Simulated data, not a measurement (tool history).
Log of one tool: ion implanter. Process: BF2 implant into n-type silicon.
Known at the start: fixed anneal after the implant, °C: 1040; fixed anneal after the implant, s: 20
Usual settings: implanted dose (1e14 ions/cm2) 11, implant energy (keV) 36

run	hour	implanted dose (1e14 ions/cm2)	implant energy (keV)	read-back reference wafer on the same gauge, sheet resistance	sheet resistance of the implanted and annealed layer (ohm/square)
1	0	11	29.5	116.97	147.51
2	8.2	11	27	116.97	151.25
3	16.5	11	28.5	117	148.84
4	27.5	11	28.5	116.99	148.64
5	35	11	36	117.06	139.44
6	43.7	11	36	117.09	139.36
7	57.2	11	36	117.1	139.04
8	65.1	11	36	116.99	138.82
9	75	11	36	116.97	139.01
# hour 83: Faraday cup replaced and dose calibrated
10	89.3	11	36	116.95	144.26
# hour 90.1: gauge calibrated
11	106.4	11	40.5	117.02	140.38
12	116.3	11	36	116.96	143.77
13	129.3	11	36	116.92	143.58
14	142	13.31	32.5	117	134.06
# hour 154.7: extraction supply calibrated
15	155.2	7.94	25	117.02	194.03
16	163.9	11	36	116.88	143.63
17	177.2	14.2	24.5	116.91	142.86
18	194.5	11	36	117.05	143.47
19	209.5	7.82	48	117.04	177.28
20	217.9	8.11	47	116.95	172.24

3 ways to go on from here, each from the tool as it stands after run 20. What would each give?
A	218.3	11	46.5	?	?
B	218.3	9.8	36	?	?
C	218.3	14.22	30	?	?

run	read-back reference wafer on the same gauge, sheet resistance	sheet resistance of the implanted and annealed layer (ohm/square)
A	116.96	135.63
B	116.96	154.91
C	116.96	133.81
Without the tool's hidden state the same runs would have given:
run	sheet resistance of the implanted and annealed layer (ohm/square)
A	136.43
B	155.83
C	134.22

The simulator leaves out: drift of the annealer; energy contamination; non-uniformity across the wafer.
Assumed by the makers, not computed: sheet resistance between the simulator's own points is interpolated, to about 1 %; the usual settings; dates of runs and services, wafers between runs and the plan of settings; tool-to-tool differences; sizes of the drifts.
